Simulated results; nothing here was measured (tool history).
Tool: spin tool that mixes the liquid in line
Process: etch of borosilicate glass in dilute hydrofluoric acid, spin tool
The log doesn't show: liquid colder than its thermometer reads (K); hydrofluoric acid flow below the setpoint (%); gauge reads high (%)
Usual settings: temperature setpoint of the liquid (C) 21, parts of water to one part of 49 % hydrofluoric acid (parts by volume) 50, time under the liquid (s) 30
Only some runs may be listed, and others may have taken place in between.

run	hour	temperature setpoint of the liquid (C)	parts of water to one part of 49 % hydrofluoric acid (parts by volume)	time under the liquid (s)	wafers since the last listed run	hours since the thermometer was replaced	hours since the hydrofluoric acid flow meter was replaced	hours since the gauge calibration	read-back film thickness of the borosilicate glass reference wafer, read on the same gauge (nm)	thickness taken off the borosilicate glass on a monitor wafer (angstrom)
1	0	21	55	30	0	1276.8	2179.4	1147.1	140.01	136.2
# hour 1.6: hydrofluoric acid flow meter replaced
2	43.6	21	50	30	474	1320.4	42	1190.7	140	151.7
3	81.6	21	50	30	423	1358.4	80	1228.7	140	150.1
4	137.2	21	50	30	619	1414	135.6	1284.3	140	150.5
5	214.7	21	50	30	862	1491.5	213.1	1361.8	140	150.7
6	292.5	21	50	30	866	1569.3	290.9	1439.6	140	150.2
7	396.8	21	50	30	1161	1673.6	395.2	1543.9	140.01	149.2
8	451.1	21	50	30	604	1727.9	449.5	1598.2	139.99	148.8
9	541.4	21	50	30	1005	1818.2	539.8	1688.5	140.02	149.4
10	618.4	21	50	30	857	1895.2	616.8	1765.5	140	149.9
11	687.2	19	50	40	766	1964	685.6	1834.3	140	180.2
# hour 765.7: gauge calibrated
12	773.2	24.5	55	15	957	2050	771.6	7.5	140	77.9
13	844.1	19	70	45	789	2120.9	842.5	78.4	140	142.3
14	910	21	40	45	733	2186.8	908.4	144.3	140	280.8
# hour 975: thermometer replaced
15	1013.4	24.5	35	30	1140	38.4	1011.8	247.7	139.99	264.8
16	1109.4	21	50	30	1068	134.4	1107.8	343.7	140	157.1
17	1191.9	21	50	30	918	216.9	1190.3	426.2	140	157.1
18	1253.9	24	40	25	690	278.9	1252.3	488.2	139.99	187.1
19	1321	19.5	50	45	747	346	1319.4	555.3	140	220.9
20	1428.6	19	50	20	1198	453.6	1427	662.9	139.99	95.2
21	1517.1	21	50	30	985	542.1	1515.5	751.4	140	157.5
22	1624.3	21	50	15	1193	649.3	1622.7	858.6	139.99	77.6
23	1696.2	17.5	75	40	800	721.2	1694.6	930.5	139.99	115.8
24	1777.5	22.5	25	45	905	802.5	1775.9	1011.8	139.99	510.1
# hour 1787.3: hydrofluoric acid flow meter replaced
25	1958	21	50	30	1998	983	170.7	1192.3	139.99	154.3
26	2048.6	25	75	30	1008	1073.6	261.3	1282.9	139.98	116.8
27	2091.4	21	65	20	476	1116.4	304.1	1325.7	139.99	77.2
28	2138.1	17	55	35	519	1163.1	350.8	1372.4	140.01	136.3
29	2366.7	24.5	50	30	2545	1391.7	579.4	1601	140.01	176.1
30	2422.2	18.5	50	40	617	1447.2	634.9	1656.5	140.01	181.8
31	2482.9	17.5	30	15	675	1507.9	695.6	1717.2	140	111.4
32	2567	21	70	20	936	1592	779.7	1801.3	139.99	70.6

Hidden condition of the tool, last listed run before each entry between runs versus first listed run after:
Run 1 -> run 2: hydrofluoric acid flow meter replaced (hour 1.6)
  liquid colder than its thermometer reads (K): 0.986 -> 1.01
  measured value less the no-hidden-state value, thickness taken off the borosilicate glass on a monitor wafer (angstrom): -5.8 -> -6.7
Run 11 -> run 12: gauge calibrated (hour 765.7)
  liquid colder than its thermometer reads (K): 1.4 -> 1.45
  measured value less the no-hidden-state value, thickness taken off the borosilicate glass on a monitor wafer (angstrom): -11.2 -> -4.8
Run 14 -> run 15: thermometer replaced (hour 975)
  liquid colder than its thermometer reads (K): 1.53 -> 0.0362
  measured value less the no-hidden-state value, thickness taken off the borosilicate glass on a monitor wafer (angstrom): -19 -> -0.5
Run 24 -> run 25: hydrofluoric acid flow meter replaced (hour 1787.3)
  liquid colder than its thermometer reads (K): 0.492 -> 0.6
  measured value less the no-hidden-state value, thickness taken off the borosilicate glass on a monitor wafer (angstrom): -10.7 -> -4

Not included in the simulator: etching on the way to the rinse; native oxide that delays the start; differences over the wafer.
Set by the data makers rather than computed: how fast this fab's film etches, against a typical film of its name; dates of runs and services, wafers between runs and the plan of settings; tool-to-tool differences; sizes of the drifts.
